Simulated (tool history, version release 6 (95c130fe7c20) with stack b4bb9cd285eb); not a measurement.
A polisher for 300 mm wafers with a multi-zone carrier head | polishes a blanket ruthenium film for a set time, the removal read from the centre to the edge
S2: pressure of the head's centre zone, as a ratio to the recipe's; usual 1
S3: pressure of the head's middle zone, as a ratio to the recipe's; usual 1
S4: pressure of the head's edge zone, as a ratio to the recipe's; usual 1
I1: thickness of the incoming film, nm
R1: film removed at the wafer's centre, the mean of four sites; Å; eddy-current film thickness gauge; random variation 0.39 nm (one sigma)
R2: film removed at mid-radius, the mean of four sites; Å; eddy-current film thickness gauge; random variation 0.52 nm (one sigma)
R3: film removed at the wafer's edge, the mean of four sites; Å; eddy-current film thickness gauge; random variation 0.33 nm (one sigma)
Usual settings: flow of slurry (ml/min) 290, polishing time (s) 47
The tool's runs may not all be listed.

run 1 hour=0 | flow_of_slurry_(ml/min)=290 S2=1 S3=1 S4=1 polishing_time_(s)=47 | I1=418.7 | R1=342 R2=346 R3=351
-- hour=55.6 slurry nozzle cleaned
run 2 hour=65.8 | flow_of_slurry_(ml/min)=290 S2=1 S3=1 S4=0.93 polishing_time_(s)=62 | I1=418.7 | R1=480 R2=482 R3=472
-- hour=77.2 carrier head's membrane replaced by a new one
run 3 hour=92.9 | flow_of_slurry_(ml/min)=290 S2=1 S3=1.1 S4=1 polishing_time_(s)=47 | I1=420 | R1=361 R2=385 R3=367
-- hour=101.9 edge zone pressure recalibrated
run 4 hour=164.6 | flow_of_slurry_(ml/min)=235 S2=1 S3=1.03 S4=1.11 polishing_time_(s)=58 | I1=417.3 | R1=412 R2=429 R3=446
run 5 hour=190.6 | flow_of_slurry_(ml/min)=330 S2=1 S3=0.96 S4=1 polishing_time_(s)=51 | I1=414.6 | R1=372 R2=372 R3=382
run 6 hour=253.8 | flow_of_slurry_(ml/min)=345 S2=1 S3=1 S4=1 polishing_time_(s)=56 | I1=423.1 | R1=400 R2=402 R3=401
run 7 hour=292.5 | flow_of_slurry_(ml/min)=215 S2=1 S3=1 S4=1 polishing_time_(s)=47 | I1=423.4 | R1=304 R2=306 R3=313
-- hour=338.6 worn pad replaced by a new one
run 8 hour=339.1 | flow_of_slurry_(ml/min)=290 S2=1.05 S3=1 S4=0.89 polishing_time_(s)=47 | I1=422.5 | R1=357 R2=344 R3=336
-- hour=376.2 centre zone pressure recalibrated
run 9 hour=399.1 | flow_of_slurry_(ml/min)=290 S2=1 S3=1 S4=1 polishing_time_(s)=47 | I1=428.4 | R1=341 R2=348 R3=350
-- hour=451.6 slurry nozzle cleaned
run 10 hour=477 | flow_of_slurry_(ml/min)=290 S2=1 S3=1 S4=1 polishing_time_(s)=58 | I1=424.1 | R1=445 R2=445 R3=454
run 11 hour=526.1 | flow_of_slurry_(ml/min)=290 S2=1 S3=1 S4=1 polishing_time_(s)=47 | I1=424.2 | R1=355 R2=351 R3=361
-- hour=535.3 edge zone pressure recalibrated
run 12 hour=596.2 | flow_of_slurry_(ml/min)=235 S2=0.96 S3=1 S4=0.92 polishing_time_(s)=55 | I1=414 | R1=373 R2=386 R3=380
run 13 hour=667.5 | flow_of_slurry_(ml/min)=290 S2=1 S3=1 S4=1 polishing_time_(s)=47 | I1=424.9 | R1=324 R2=336 R3=331
run 14 hour=702.6 | flow_of_slurry_(ml/min)=290 S2=1 S3=1 S4=1 polishing_time_(s)=47 | I1=418.7 | R1=319 R2=324 R3=326
run 15 hour=729.3 | flow_of_slurry_(ml/min)=290 S2=1.04 S3=0.97 S4=1.1 polishing_time_(s)=35 | I1=418.4 | R1=246 R2=233 R3=256
run 16 hour=754.5 | flow_of_slurry_(ml/min)=290 S2=1 S3=1 S4=1 polishing_time_(s)=37 | I1=424.1 | R1=249 R2=249 R3=258
-- hour=780 worn pad replaced by a new one
-- hour=842.2 centre zone pressure recalibrated
-- hour=849.8 carrier head's membrane replaced by a new one
-- hour=858.7 slurry nozzle cleaned
-- hour=956.1 edge zone pressure recalibrated
run 17 hour=961 | flow_of_slurry_(ml/min)=315 S2=0.91 S3=1 S4=0.9 polishing_time_(s)=41 | I1=414.9 | R1=287 R2=313 R3=304
run 18 hour=1008 | flow_of_slurry_(ml/min)=255 S2=1 S3=1 S4=1 polishing_time_(s)=47 | I1=418.3 | R1=339 R2=348 R3=346
run 19 hour=1054.1 | flow_of_slurry_(ml/min)=290 S2=1.05 S3=1.07 S4=0.89 polishing_time_(s)=47 | I1=421.5 | R1=349 R2=361 R3=332
run 20 hour=1101.9 | flow_of_slurry_(ml/min)=225 S2=1 S3=1.07 S4=1 polishing_time_(s)=33 | I1=426.1 | R1=221 R2=232 R3=232
run 21 hour=1128.3 | flow_of_slurry_(ml/min)=225 S2=1 S3=1.07 S4=1 polishing_time_(s)=33 | I1=423.5 | R1=218 R2=234 R3=228
run 22 hour=1177.1 | flow_of_slurry_(ml/min)=290 S2=0.9 S3=1 S4=1 polishing_time_(s)=37 | I1=421.4 | R1=222 R2=255 R3=259
-- hour=1199.2 worn pad replaced by a new one
run 23 hour=1219.6 | flow_of_slurry_(ml/min)=290 S2=1 S3=1 S4=1 polishing_time_(s)=37 | I1=415.8 | R1=266 R2=281 R3=281

Forecast each of these 3 alternatives for the next run:
run A hour=1220 | flow_of_slurry_(ml/min)=290 S2=1 S3=1 S4=1 polishing_time_(s)=47 | I1=418.8 | R1=? R2=? R3=?
run B hour=1220 | flow_of_slurry_(ml/min)=195 S2=1 S3=1 S4=1 polishing_time_(s)=47 | I1=418.8 | R1=? R2=? R3=?
run C hour=1220 | flow_of_slurry_(ml/min)=290 S2=1.07 S3=0.9 S4=0.94 polishing_time_(s)=34 | I1=418.8 | R1=? R2=? R3=?

run=A R1=336 R2=350 R3=358
run=B R1=309 R2=325 R3=339
run=C R1=260 R2=236 R3=251
Without the tool's hidden state the same runs would have given:
run=A R1=366 R2=378 R3=381
run=B R1=348 R2=362 R3=368
run=C R1=284 R2=255 R3=268

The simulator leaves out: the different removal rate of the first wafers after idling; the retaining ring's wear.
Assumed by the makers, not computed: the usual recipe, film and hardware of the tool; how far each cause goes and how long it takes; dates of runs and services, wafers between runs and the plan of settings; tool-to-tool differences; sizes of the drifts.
